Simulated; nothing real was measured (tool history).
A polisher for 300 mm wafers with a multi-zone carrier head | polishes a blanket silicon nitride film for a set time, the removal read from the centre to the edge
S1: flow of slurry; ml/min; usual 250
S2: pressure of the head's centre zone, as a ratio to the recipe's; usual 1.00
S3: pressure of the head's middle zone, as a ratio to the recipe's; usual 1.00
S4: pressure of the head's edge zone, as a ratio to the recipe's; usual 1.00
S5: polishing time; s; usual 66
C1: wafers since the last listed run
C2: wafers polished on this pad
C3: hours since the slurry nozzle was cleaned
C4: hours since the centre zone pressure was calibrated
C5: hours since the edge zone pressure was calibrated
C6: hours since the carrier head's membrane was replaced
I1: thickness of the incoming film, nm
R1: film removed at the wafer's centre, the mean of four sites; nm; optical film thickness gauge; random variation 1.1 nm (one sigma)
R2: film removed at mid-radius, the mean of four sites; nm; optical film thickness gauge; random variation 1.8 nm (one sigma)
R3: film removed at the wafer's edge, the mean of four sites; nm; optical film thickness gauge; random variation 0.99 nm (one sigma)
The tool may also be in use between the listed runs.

{"run": 1, "day": 0.0, "S1": 250, "S2": 1.0, "S3": 1.0, "S4": 1.0, "S5": 66, "C1": 0, "C2": 471, "C3": 203.1, "C4": 479.4, "C5": 171.0, "C6": 1318.0, "I1": 415.8, "R1": 143.6, "R2": 142.8, "R3": 145.1}
{"run": 2, "day": 1.217, "S1": 250, "S2": 1.0, "S3": 1.0, "S4": 1.0, "S5": 66, "C1": 243, "C2": 715, "C3": 232.3, "C4": 508.6, "C5": 200.2, "C6": 1347.2, "I1": 412.0, "R1": 142.0, "R2": 143.3, "R3": 145.1}
{"run": 3, "day": 1.925, "S1": 250, "S2": 1.0, "S3": 1.0, "S4": 1.0, "S5": 57, "C1": 142, "C2": 857, "C3": 249.3, "C4": 525.6, "C5": 217.2, "C6": 1364.2, "I1": 410.4, "R1": 124.0, "R2": 122.9, "R3": 125.8}
{"run": 4, "day": 2.438, "S1": 250, "S2": 1.0, "S3": 1.08, "S4": 1.0, "S5": 66, "C1": 102, "C2": 959, "C3": 261.6, "C4": 537.9, "C5": 229.5, "C6": 1376.5, "I1": 403.5, "R1": 145.5, "R2": 153.4, "R3": 145.2}
{"day": 3.138, "done": "worn pad replaced by a new one"}
{"run": 5, "day": 3.404, "S1": 250, "S2": 1.0, "S3": 1.0, "S4": 0.91, "S5": 66, "C1": 160, "C2": 53, "C3": 284.8, "C4": 561.1, "C5": 252.7, "C6": 1399.7, "I1": 407.1, "R1": 144.6, "R2": 145.8, "R3": 136.9}
{"run": 6, "day": 4.542, "S1": 250, "S2": 1.03, "S3": 1.0, "S4": 1.0, "S5": 66, "C1": 228, "C2": 281, "C3": 312.1, "C4": 588.4, "C5": 280.0, "C6": 1427.0, "I1": 403.7, "R1": 147.0, "R2": 145.3, "R3": 144.5}
{"day": 5.829, "done": "carrier head's membrane replaced by a new one"}
{"run": 7, "day": 5.971, "S1": 190, "S2": 0.95, "S3": 1.0, "S4": 0.9, "S5": 58, "C1": 244, "C2": 526, "C3": 346.4, "C4": 622.7, "C5": 314.3, "C6": 3.4, "I1": 404.7, "R1": 115.5, "R2": 124.0, "R3": 118.8}
{"run": 8, "day": 6.692, "S1": 330, "S2": 0.92, "S3": 1.0, "S4": 1.0, "S5": 66, "C1": 144, "C2": 670, "C3": 363.7, "C4": 640.0, "C5": 331.6, "C6": 20.7, "I1": 410.9, "R1": 135.1, "R2": 146.1, "R3": 148.1}
{"day": 7.358, "done": "edge zone pressure recalibrated"}
{"run": 9, "day": 7.404, "S1": 200, "S2": 1.04, "S3": 1.0, "S4": 1.0, "S5": 66, "C1": 126, "C2": 796, "C3": 380.8, "C4": 657.1, "C5": 1.1, "C6": 37.8, "I1": 411.4, "R1": 146.8, "R2": 140.9, "R3": 142.1}
{"day": 8.308, "done": "centre zone pressure recalibrated"}
{"day": 8.588, "done": "worn pad replaced by a new one"}
{"run": 10, "day": 8.862, "S1": 325, "S2": 1.0, "S3": 0.94, "S4": 1.06, "S5": 88, "C1": 242, "C2": 55, "C3": 415.8, "C4": 13.3, "C5": 36.1, "C6": 72.8, "I1": 413.7, "R1": 197.4, "R2": 183.3, "R3": 200.0}
{"run": 11, "day": 9.488, "S1": 250, "S2": 1.0, "S3": 1.0, "S4": 1.0, "S5": 66, "C1": 125, "C2": 180, "C3": 430.8, "C4": 28.3, "C5": 51.1, "C6": 87.8, "I1": 404.0, "R1": 141.3, "R2": 144.2, "R3": 142.5}
{"day": 10.312, "done": "slurry nozzle cleaned"}
{"run": 12, "day": 10.95, "S1": 210, "S2": 1.0, "S3": 1.0, "S4": 1.0, "S5": 89, "C1": 284, "C2": 465, "C3": 15.3, "C4": 63.4, "C5": 86.2, "C6": 122.9, "I1": 411.0, "R1": 182.8, "R2": 186.9, "R3": 190.7}
{"run": 13, "day": 11.529, "S1": 165, "S2": 1.0, "S3": 1.09, "S4": 0.91, "S5": 77, "C1": 116, "C2": 581, "C3": 29.2, "C4": 77.3, "C5": 100.1, "C6": 136.8, "I1": 406.1, "R1": 157.0, "R2": 167.2, "R3": 152.8}
{"run": 14, "day": 12.95, "S1": 250, "S2": 0.96, "S3": 1.0, "S4": 1.04, "S5": 66, "C1": 284, "C2": 866, "C3": 63.3, "C4": 111.4, "C5": 134.2, "C6": 170.9, "I1": 416.1, "R1": 133.3, "R2": 139.2, "R3": 144.0}
{"run": 15, "day": 13.667, "S1": 340, "S2": 1.0, "S3": 1.0, "S4": 1.0, "S5": 85, "C1": 143, "C2": 1010, "C3": 80.5, "C4": 128.6, "C5": 151.4, "C6": 188.1, "I1": 404.3, "R1": 185.0, "R2": 181.6, "R3": 184.6}
{"day": 14.1, "done": "worn pad replaced by a new one"}
{"run": 16, "day": 14.342, "S1": 250, "S2": 1.0, "S3": 1.0, "S4": 1.0, "S5": 49, "C1": 101, "C2": 48, "C3": 96.7, "C4": 144.8, "C5": 167.6, "C6": 204.3, "I1": 411.0, "R1": 103.6, "R2": 104.4, "R3": 104.5}
{"run": 17, "day": 14.975, "S1": 250, "S2": 1.04, "S3": 1.08, "S4": 1.0, "S5": 66, "C1": 127, "C2": 175, "C3": 111.9, "C4": 160.0, "C5": 182.8, "C6": 219.5, "I1": 403.0, "R1": 142.8, "R2": 147.6, "R3": 140.7}
{"day": 15.754, "done": "slurry nozzle cleaned, repeated, since the last time left the tool worse"}
{"run": 18, "day": 15.775, "S1": 295, "S2": 0.97, "S3": 1.0, "S4": 1.0, "S5": 45, "C1": 152, "C2": 327, "C3": 0.5, "C4": 179.2, "C5": 202.0, "C6": 238.7, "I1": 410.3, "R1": 97.4, "R2": 98.5, "R3": 100.6}
{"run": 19, "day": 16.342, "S1": 310, "S2": 0.93, "S3": 1.1, "S4": 1.03, "S5": 66, "C1": 113, "C2": 441, "C3": 14.1, "C4": 192.8, "C5": 215.6, "C6": 252.3, "I1": 418.6, "R1": 138.3, "R2": 161.9, "R3": 150.7}
{"run": 20, "day": 17.529, "S1": 250, "S2": 1.0, "S3": 0.95, "S4": 1.09, "S5": 88, "C1": 238, "C2": 679, "C3": 42.6, "C4": 221.3, "C5": 244.1, "C6": 280.8, "I1": 414.2, "R1": 194.0, "R2": 185.5, "R3": 202.2}
{"run": 21, "day": 18.067, "S1": 250, "S2": 1.0, "S3": 1.0, "S4": 1.05, "S5": 66, "C1": 107, "C2": 786, "C3": 55.5, "C4": 234.2, "C5": 257.0, "C6": 293.7, "I1": 406.1, "R1": 146.2, "R2": 144.2, "R3": 149.4}
{"run": 22, "day": 19.233, "S1": 250, "S2": 1.0, "S3": 1.0, "S4": 1.0, "S5": 66, "C1": 233, "C2": 1020, "C3": 83.5, "C4": 262.2, "C5": 285.0, "C6": 321.7, "I1": 413.7, "R1": 146.3, "R2": 145.9, "R3": 147.1}

4 ways to go on from here, each from the tool as it stands after run 22. What would each give?
{"run": "A", "day": 19.25, "S1": 250, "S2": 1.0, "S3": 1.12, "S4": 1.0, "S5": 66, "C1": 3, "C2": 1024, "C3": 83.9, "C4": 262.6, "C5": 285.4, "C6": 322.1, "I1": 413.2, "R1": "?", "R2": "?", "R3": "?"}
{"run": "B", "day": 19.25, "S1": 330, "S2": 0.93, "S3": 1.0, "S4": 1.0, "S5": 66, "C1": 3, "C2": 1024, "C3": 83.9, "C4": 262.6, "C5": 285.4, "C6": 322.1, "I1": 413.2, "R1": "?", "R2": "?", "R3": "?"}
{"run": "C", "day": 19.25, "S1": 250, "S2": 1.0, "S3": 1.0, "S4": 1.12, "S5": 66, "C1": 3, "C2": 1024, "C3": 83.9, "C4": 262.6, "C5": 285.4, "C6": 322.1, "I1": 413.2, "R1": "?", "R2": "?", "R3": "?"}
{"run": "D", "day": 19.25, "S1": 335, "S2": 1.0, "S3": 1.08, "S4": 1.0, "S5": 66, "C1": 3, "C2": 1024, "C3": 83.9, "C4": 262.6, "C5": 285.4, "C6": 322.1, "I1": 413.2, "R1": "?", "R2": "?", "R3": "?"}

run=A R1=146.6 R2=158.7 R3=144.6
run=B R1=139.2 R2=147.1 R3=147.1
run=C R1=146.5 R2=144.1 R3=153.2
run=D R1=150.0 R2=157.1 R3=147.0
Without the tool's hidden state the same runs would have given:
run=A R1=147.7 R2=159.9 R3=145.4
run=B R1=140.1 R2=148.0 R3=147.7
run=C R1=147.6 R2=145.1 R3=154.1
run=D R1=151.0 R2=158.1 R3=147.7

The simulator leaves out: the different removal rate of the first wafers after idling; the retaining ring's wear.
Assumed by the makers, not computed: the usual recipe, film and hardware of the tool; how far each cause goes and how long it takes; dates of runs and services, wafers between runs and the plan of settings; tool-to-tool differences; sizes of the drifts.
